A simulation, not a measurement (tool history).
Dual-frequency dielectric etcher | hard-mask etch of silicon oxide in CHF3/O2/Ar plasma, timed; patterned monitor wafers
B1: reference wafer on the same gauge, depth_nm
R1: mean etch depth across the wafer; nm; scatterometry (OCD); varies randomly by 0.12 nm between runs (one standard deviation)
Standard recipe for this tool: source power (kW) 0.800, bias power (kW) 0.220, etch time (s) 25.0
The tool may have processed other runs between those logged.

{"run": 1, "hour": 0.0, "source power (kW)": 0.8, "bias power (kW)": 0.22, "etch time (s)": 25.0, "B1": 48.1, "R1": 57.9}
{"run": 2, "hour": 12.8, "source power (kW)": 0.8, "bias power (kW)": 0.22, "etch time (s)": 27.5, "B1": 48.1, "R1": 63.8}
{"run": 3, "hour": 40.7, "source power (kW)": 0.8, "bias power (kW)": 0.22, "etch time (s)": 27.5, "B1": 48.1, "R1": 63.9}
{"run": 4, "hour": 75.3, "source power (kW)": 0.8, "bias power (kW)": 0.22, "etch time (s)": 25.0, "B1": 48.1, "R1": 58.0}
{"run": 5, "hour": 119.8, "source power (kW)": 0.8, "bias power (kW)": 0.22, "etch time (s)": 25.0, "B1": 48.1, "R1": 58.4}
{"run": 6, "hour": 138.5, "source power (kW)": 0.8, "bias power (kW)": 0.22, "etch time (s)": 25.0, "B1": 48.1, "R1": 58.4}
{"run": 7, "hour": 165.6, "source power (kW)": 0.8, "bias power (kW)": 0.22, "etch time (s)": 25.0, "B1": 48.1, "R1": 58.4}
{"run": 8, "hour": 193.1, "source power (kW)": 0.8, "bias power (kW)": 0.22, "etch time (s)": 30.0, "B1": 48.1, "R1": 70.2}
{"run": 9, "hour": 205.3, "source power (kW)": 0.8, "bias power (kW)": 0.22, "etch time (s)": 30.0, "B1": 48.1, "R1": 69.8}
{"run": 10, "hour": 226.1, "source power (kW)": 0.8, "bias power (kW)": 0.22, "etch time (s)": 25.0, "B1": 48.1, "R1": 58.4}
{"run": 11, "hour": 262.1, "source power (kW)": 0.8, "bias power (kW)": 0.22, "etch time (s)": 25.0, "B1": 48.1, "R1": 58.4}
{"run": 12, "hour": 274.8, "source power (kW)": 0.8, "bias power (kW)": 0.22, "etch time (s)": 25.0, "B1": 48.1, "R1": 58.5}
{"run": 13, "hour": 298.1, "source power (kW)": 0.8, "bias power (kW)": 0.194, "etch time (s)": 27.5, "B1": 48.1, "R1": 61.5}
{"hour": 333.5, "done": "upper electrode replaced"}
{"hour": 338.9, "done": "gauge calibrated"}
{"hour": 355.0, "done": "wet clean of the chamber"}
{"run": 14, "hour": 355.5, "source power (kW)": 0.8, "bias power (kW)": 0.194, "etch time (s)": 27.5, "B1": 48.1, "R1": 60.6}
{"run": 15, "hour": 355.8, "source power (kW)": 0.8, "bias power (kW)": 0.194, "etch time (s)": 27.5, "B1": 48.1, "R1": 60.5}
{"run": 16, "hour": 378.4, "source power (kW)": 0.88, "bias power (kW)": 0.19, "etch time (s)": 27.5, "B1": 48.1, "R1": 62.8}
{"run": 17, "hour": 408.8, "source power (kW)": 0.8, "bias power (kW)": 0.22, "etch time (s)": 25.0, "B1": 48.1, "R1": 57.6}
{"hour": 483.3, "done": "source power generator calibrated"}
{"run": 18, "hour": 506.0, "source power (kW)": 0.8, "bias power (kW)": 0.22, "etch time (s)": 25.0, "B1": 48.1, "R1": 57.7}
{"run": 19, "hour": 519.3, "source power (kW)": 0.99, "bias power (kW)": 0.267, "etch time (s)": 30.5, "B1": 48.1, "R1": 83.0}
{"run": 20, "hour": 589.7, "source power (kW)": 0.65, "bias power (kW)": 0.265, "etch time (s)": 18.0, "B1": 48.1, "R1": 40.9}
{"run": 21, "hour": 625.7, "source power (kW)": 0.8, "bias power (kW)": 0.239, "etch time (s)": 25.0, "B1": 48.1, "R1": 59.6}
{"run": 22, "hour": 660.7, "source power (kW)": 0.8, "bias power (kW)": 0.22, "etch time (s)": 25.0, "B1": 48.1, "R1": 57.9}
{"hour": 666.7, "done": "bias power generator calibrated"}
{"run": 23, "hour": 685.1, "source power (kW)": 0.74, "bias power (kW)": 0.191, "etch time (s)": 19.5, "B1": 48.1, "R1": 42.2}
{"run": 24, "hour": 710.2, "source power (kW)": 0.96, "bias power (kW)": 0.22, "etch time (s)": 22.0, "B1": 48.1, "R1": 56.2}
{"run": 25, "hour": 743.8, "source power (kW)": 0.8, "bias power (kW)": 0.22, "etch time (s)": 25.0, "B1": 48.2, "R1": 59.1}
{"run": 26, "hour": 770.2, "source power (kW)": 0.63, "bias power (kW)": 0.169, "etch time (s)": 28.0, "B1": 48.1, "R1": 54.2}
{"hour": 804.4, "done": "wet clean of the chamber"}
{"run": 27, "hour": 804.9, "source power (kW)": 0.8, "bias power (kW)": 0.22, "etch time (s)": 25.0, "B1": 48.1, "R1": 58.1}
{"run": 28, "hour": 813.8, "source power (kW)": 0.66, "bias power (kW)": 0.173, "etch time (s)": 20.5, "B1": 48.1, "R1": 40.2}
{"run": 29, "hour": 848.1, "source power (kW)": 0.98, "bias power (kW)": 0.198, "etch time (s)": 27.0, "B1": 48.1, "R1": 66.0}
{"run": 30, "hour": 882.3, "source power (kW)": 0.8, "bias power (kW)": 0.22, "etch time (s)": 25.0, "B1": 48.1, "R1": 58.4}
{"run": 31, "hour": 901.2, "source power (kW)": 0.85, "bias power (kW)": 0.203, "etch time (s)": 25.0, "B1": 48.1, "R1": 58.3}

A few steps of R1 between consecutive runs. Split each: what settings, incoming material and random variation would produce without the hidden state, and what is left over for the hidden state, along with gauge scatter present in only one of the two compared results (measured, and without hidden state):
The hidden state here: etch rate over this chamber's usual, %; source power that arrives over what is set, %; bias power that arrives over what is set, %; gauge reads high (%).
Run 13 -> 14: upper electrode replaced, gauge calibrated, wet clean of the chamber. R1 -0.9 nm: hidden state -0.9, all else +0.0.
Run 18 -> 19: source power (kW) 0.800 -> 0.990, bias power (kW) 0.220 -> 0.267, etch time (s) 25.0 -> 30.5. R1 +25.3 nm: hidden state -0.3, all else +25.6.
Run 19 -> 20: source power (kW) 0.990 -> 0.650, bias power (kW) 0.267 -> 0.265, etch time (s) 30.5 -> 18.0. R1 -42.1 nm: hidden state +0.6, all else -42.7.
Run 22 -> 23: source power (kW) 0.800 -> 0.740, bias power (kW) 0.220 -> 0.191, etch time (s) 25.0 -> 19.5, bias power generator calibrated. R1 -15.7 nm: hidden state +1.0, all else -16.7.
Run 26 -> 27: source power (kW) 0.630 -> 0.800, bias power (kW) 0.169 -> 0.220, etch time (s) 28.0 -> 25.0, wet clean of the chamber. R1 +3.9 nm: hidden state -1.0, all else +4.9.
Run 28 -> 29: source power (kW) 0.660 -> 0.980, bias power (kW) 0.173 -> 0.198, etch time (s) 20.5 -> 27.0. R1 +25.8 nm: hidden state +0.0, all else +25.8.
